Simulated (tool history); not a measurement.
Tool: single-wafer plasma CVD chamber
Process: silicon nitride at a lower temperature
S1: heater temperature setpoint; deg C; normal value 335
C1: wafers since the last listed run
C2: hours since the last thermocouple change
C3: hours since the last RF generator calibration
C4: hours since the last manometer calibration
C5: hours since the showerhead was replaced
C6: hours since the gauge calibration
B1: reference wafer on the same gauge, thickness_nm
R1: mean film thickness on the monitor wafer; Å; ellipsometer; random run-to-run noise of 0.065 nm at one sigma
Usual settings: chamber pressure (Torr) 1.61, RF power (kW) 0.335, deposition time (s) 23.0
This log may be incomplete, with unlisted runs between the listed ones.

Run 1, day 0.000: usual settings but S1 326 deg C; C1 0; C2 735.1; C3 2184.8; C4 496.3; C5 2849.4; C6 213.6; B1 29.603. Result: R1 270.41 Å.
Run 2, day 2.971: usual settings but S1 326 deg C; C1 3243; C2 806.4; C3 2256.1; C4 567.6; C5 2920.7; C6 284.9; B1 29.611. Result: R1 269.53 Å.
Run 3, day 4.696: usual settings but S1 326 deg C; C1 1883; C2 847.8; C3 2297.5; C4 609.0; C5 2962.1; C6 326.3; B1 29.612. Result: R1 268.72 Å.
Run 4, day 6.750: usual settings but deposition time (s) 21.1; C1 2242; C2 897.1; C3 2346.8; C4 658.3; C5 3011.4; C6 375.6; B1 29.616. Result: R1 245.67 Å.
Run 5, day 12.183: usual settings but deposition time (s) 21.1; C1 5931; C2 1027.5; C3 2477.2; C4 788.7; C5 3141.8; C6 506.0; B1 29.585. Result: R1 245.27 Å.
Run 6, day 14.071: usual settings; C1 2060; C2 1072.8; C3 2522.5; C4 834.0; C5 3187.1; C6 551.3; B1 29.605. Result: R1 268.40 Å.
At day 15.588: RF generator calibrated.
Run 7, day 16.783: usual settings; C1 2597; C2 1137.9; C3 28.7; C4 899.1; C5 3252.2; C6 616.4; B1 29.589. Result: R1 281.96 Å.
Run 8, day 18.725: usual settings; C1 2119; C2 1184.5; C3 75.3; C4 945.7; C5 3298.8; C6 663.0; B1 29.609. Result: R1 283.07 Å.
Run 9, day 20.729: usual settings but S1 324 deg C, deposition time (s) 24.8; C1 2187; C2 1232.6; C3 123.4; C4 993.8; C5 3346.9; C6 711.1; B1 29.594. Result: R1 306.87 Å.
At day 23.083: showerhead replaced.
At day 23.683: capacitance manometer re-zeroed and calibrated.
Run 10, day 23.704: usual settings but RF power (kW) 0.300, deposition time (s) 24.2; C1 2519; C2 1304.0; C3 194.8; C4 0.5; C5 14.9; C6 782.5; B1 29.595. Result: R1 277.01 Å.
Run 11, day 25.133: usual settings but S1 330 deg C, chamber pressure (Torr) 1.44, RF power (kW) 0.295, deposition time (s) 25.1; C1 1560; C2 1338.3; C3 229.1; C4 34.8; C5 49.2; C6 816.8; B1 29.586. Result: R1 276.95 Å.
At day 26.083: thermocouple changed; heater temperature recalibrated.
At day 26.125: gauge calibrated.
Run 12, day 26.575: usual settings; C1 1209; C2 11.8; C3 263.7; C4 69.4; C5 83.8; C6 10.8; B1 29.604. Result: R1 277.97 Å.
Run 13, day 28.521: usual settings but S1 346 deg C, RF power (kW) 0.290, deposition time (s) 21.3; C1 2124; C2 58.5; C3 310.4; C4 116.1; C5 130.5; C6 57.5; B1 29.620. Result: R1 239.19 Å.
Run 14, day 31.338: usual settings but S1 341 deg C, chamber pressure (Torr) 1.88, RF power (kW) 0.300, deposition time (s) 27.6; C1 3074; C2 126.1; C3 378.0; C4 183.7; C5 198.1; C6 125.1; B1 29.601. Result: R1 327.42 Å.
Run 15, day 33.942: usual settings but S1 322 deg C, chamber pressure (Torr) 1.99; C1 2842; C2 188.6; C3 440.5; C4 246.2; C5 260.6; C6 187.6; B1 29.597. Result: R1 294.85 Å.
Run 16, day 35.300: usual settings but S1 331 deg C, deposition time (s) 21.2; C1 1482; C2 221.2; C3 473.1; C4 278.8; C5 293.2; C6 220.2; B1 29.599. Result: R1 257.14 Å.
Run 17, day 37.792: usual settings; C1 2720; C2 281.0; C3 532.9; C4 338.6; C5 353.0; C6 280.0; B1 29.610. Result: R1 278.51 Å.

Each row is a separate what-if for the run after 17, all from the same tool condition, not one after another. Results?
Run A, day 37.808: usual settings but deposition time (s) 26.7; C1 18; C2 281.4; C3 533.3; C4 339.0; C5 353.4; C6 280.4; B1 ?. Result: R1 ?.
Run B, day 37.808: usual settings but chamber pressure (Torr) 1.29; C1 18; C2 281.4; C3 533.3; C4 339.0; C5 353.4; C6 280.4; B1 ?. Result: R1 ?.
Run C, day 37.808: usual settings but RF power (kW) 0.280; C1 18; C2 281.4; C3 533.3; C4 339.0; C5 353.4; C6 280.4; B1 ?. Result: R1 ?.
Run D, day 37.808: usual settings but S1 323 deg C, deposition time (s) 27.2; C1 18; C2 281.4; C3 533.3; C4 339.0; C5 353.4; C6 280.4; B1 ?. Result: R1 ?.
Run E, day 37.808: usual settings but chamber pressure (Torr) 1.40, deposition time (s) 26.4; C1 18; C2 281.4; C3 533.3; C4 339.0; C5 353.4; C6 280.4; B1 ?. Result: R1 ?.

run      B1      R1
  A  29.601  323.02
  B  29.601  263.13
  C  29.601  253.56
  D  29.601  330.29
  E  29.601  308.30
With the hidden condition removed and each run's random variation left untouched, the same runs would have given:
run      R1
  A  323.17
  B  263.20
  C  253.76
  D  330.44
  E  308.42
